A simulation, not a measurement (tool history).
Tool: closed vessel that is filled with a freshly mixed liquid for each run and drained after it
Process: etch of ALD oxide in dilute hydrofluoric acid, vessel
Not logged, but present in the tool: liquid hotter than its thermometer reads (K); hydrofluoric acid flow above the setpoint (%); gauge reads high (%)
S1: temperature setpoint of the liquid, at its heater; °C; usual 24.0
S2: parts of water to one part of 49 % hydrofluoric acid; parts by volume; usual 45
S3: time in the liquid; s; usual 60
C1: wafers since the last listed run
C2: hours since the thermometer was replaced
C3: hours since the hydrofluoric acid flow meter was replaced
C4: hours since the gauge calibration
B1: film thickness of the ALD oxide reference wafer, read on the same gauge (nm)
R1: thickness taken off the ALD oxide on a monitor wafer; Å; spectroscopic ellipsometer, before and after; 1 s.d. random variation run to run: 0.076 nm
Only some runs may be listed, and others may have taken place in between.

| run | hour | S1 | S2 | S3 | C1 | C2 | C3 | C4 | B1 | R1 |
|---|---|---|---|---|---|---|---|---|---|---|
| 1 | 0.0 | 24.0 | 45 | 75 | 0 | 1158.4 | 1034.9 | 322.9 | 129.98 | 191.5 |
| 2 | 47.8 | 24.0 | 45 | 60 | 4606 | 1206.2 | 1082.7 | 370.7 | 130.01 | 153.8 |
| 3 | 119.9 | 24.0 | 45 | 60 | 6948 | 1278.3 | 1154.8 | 442.8 | 130.00 | 153.6 |
| 4 | 221.3 | 24.0 | 45 | 60 | 9771 | 1379.7 | 1256.2 | 544.2 | 130.00 | 152.9 |
| 5 | 269.2 | 24.0 | 35 | 60 | 4615 | 1427.6 | 1304.1 | 592.1 | 130.01 | 201.1 |
| 6 | 361.4 | 24.0 | 35 | 60 | 8884 | 1519.8 | 1396.3 | 684.3 | 130.00 | 201.7 |
| 7 | 401.6 | 24.0 | 35 | 60 | 3873 | 1560.0 | 1436.5 | 724.5 | 129.98 | 202.2 |
| 8 | 464.8 | 24.0 | 45 | 60 | 6090 | 1623.2 | 1499.7 | 787.7 | 130.00 | 154.2 |
| 9 | 545.3 | 24.0 | 45 | 60 | 7757 | 1703.7 | 1580.2 | 868.2 | 130.00 | 154.7 |
| 10 | 596.9 | 24.0 | 45 | 60 | 4972 | 1755.3 | 1631.8 | 919.8 | 129.99 | 154.6 |
| 11 | 678.3 | 24.0 | 45 | 60 | 7844 | 1836.7 | 1713.2 | 1001.2 | 130.00 | 154.5 |
| 12 | 760.9 | 24.0 | 45 | 60 | 7959 | 1919.3 | 1795.8 | 1083.8 | 129.98 | 154.1 |
| 13 | 825.2 | 24.0 | 45 | 60 | 6196 | 1983.6 | 1860.1 | 1148.1 | 130.00 | 154.2 |
| 14 | 880.1 | 24.0 | 45 | 60 | 5290 | 2038.5 | 1915.0 | 1203.0 | 130.00 | 154.8 |
| 15 | 931.2 | 24.0 | 40 | 80 | 4924 | 2089.6 | 1966.1 | 1254.1 | 130.00 | 233.4 |
|  | 969.7 | hydrofluoric acid flow meter replaced |
| 16 | 996.0 | 24.0 | 65 | 70 | 6148 | 2154.4 | 26.3 | 1318.9 | 130.00 | 121.8 |
| 17 | 1059.2 | 26.0 | 45 | 90 | 6090 | 2217.6 | 89.5 | 1382.1 | 130.00 | 252.6 |
| 18 | 1102.1 | 24.0 | 45 | 60 | 4134 | 2260.5 | 132.4 | 1425.0 | 130.00 | 155.0 |
| 19 | 1152.9 | 21.0 | 65 | 60 | 4895 | 2311.3 | 183.2 | 1475.8 | 130.01 | 91.9 |
| 20 | 1194.0 | 21.5 | 65 | 30 | 3960 | 2352.4 | 224.3 | 1516.9 | 130.01 | 47.1 |
| 21 | 1254.6 | 24.0 | 45 | 60 | 5839 | 2413.0 | 284.9 | 1577.5 | 129.98 | 155.2 |
|  | 1269.3 | gauge calibrated |
| 22 | 1322.6 | 20.0 | 45 | 60 | 6552 | 2481.0 | 352.9 | 53.3 | 130.00 | 130.8 |
| 23 | 1379.5 | 25.5 | 25 | 75 | 5483 | 2537.9 | 409.8 | 110.2 | 129.99 | 381.7 |
| 24 | 1456.0 | 25.5 | 45 | 45 | 7372 | 2614.4 | 486.3 | 186.7 | 129.98 | 124.5 |
| 25 | 1537.2 | 25.5 | 25 | 75 | 7824 | 2695.6 | 567.5 | 267.9 | 130.01 | 384.9 |
| 26 | 1573.9 | 26.5 | 45 | 60 | 3536 | 2732.3 | 604.2 | 304.6 | 130.01 | 174.0 |
|  | 1575.7 | thermometer replaced |
| 27 | 1856.9 | 24.0 | 45 | 60 | 27175 | 281.2 | 887.2 | 587.6 | 130.00 | 152.0 |
| 28 | 1925.2 | 27.5 | 45 | 60 | 6581 | 349.5 | 955.5 | 655.9 | 129.99 | 177.3 |
| 29 | 2018.6 | 26.0 | 45 | 60 | 9000 | 442.9 | 1048.9 | 749.3 | 130.01 | 166.0 |
| 30 | 2125.7 | 24.0 | 45 | 90 | 10320 | 550.0 | 1156.0 | 856.4 | 130.02 | 230.3 |

Below, some changes in R1 between adjacent runs. For each, the amount present without the hidden state too (settings, incoming material, random variation) and the amount remaining for the hidden state with gauge scatter not shared by both compared results:
Run 22 -> 23: S1 20.0 -> 25.5, S2 45 -> 25, S3 60 -> 75. R1 +250.9 Å: hidden state +6.6, all else +244.3.
Run 23 -> 24: S2 25 -> 45, S3 75 -> 45. R1 -257.2 Å: hidden state -6.7, all else -250.5.
Run 24 -> 25: S2 45 -> 25, S3 45 -> 75. R1 +260.4 Å: hidden state +7.2, all else +253.2.
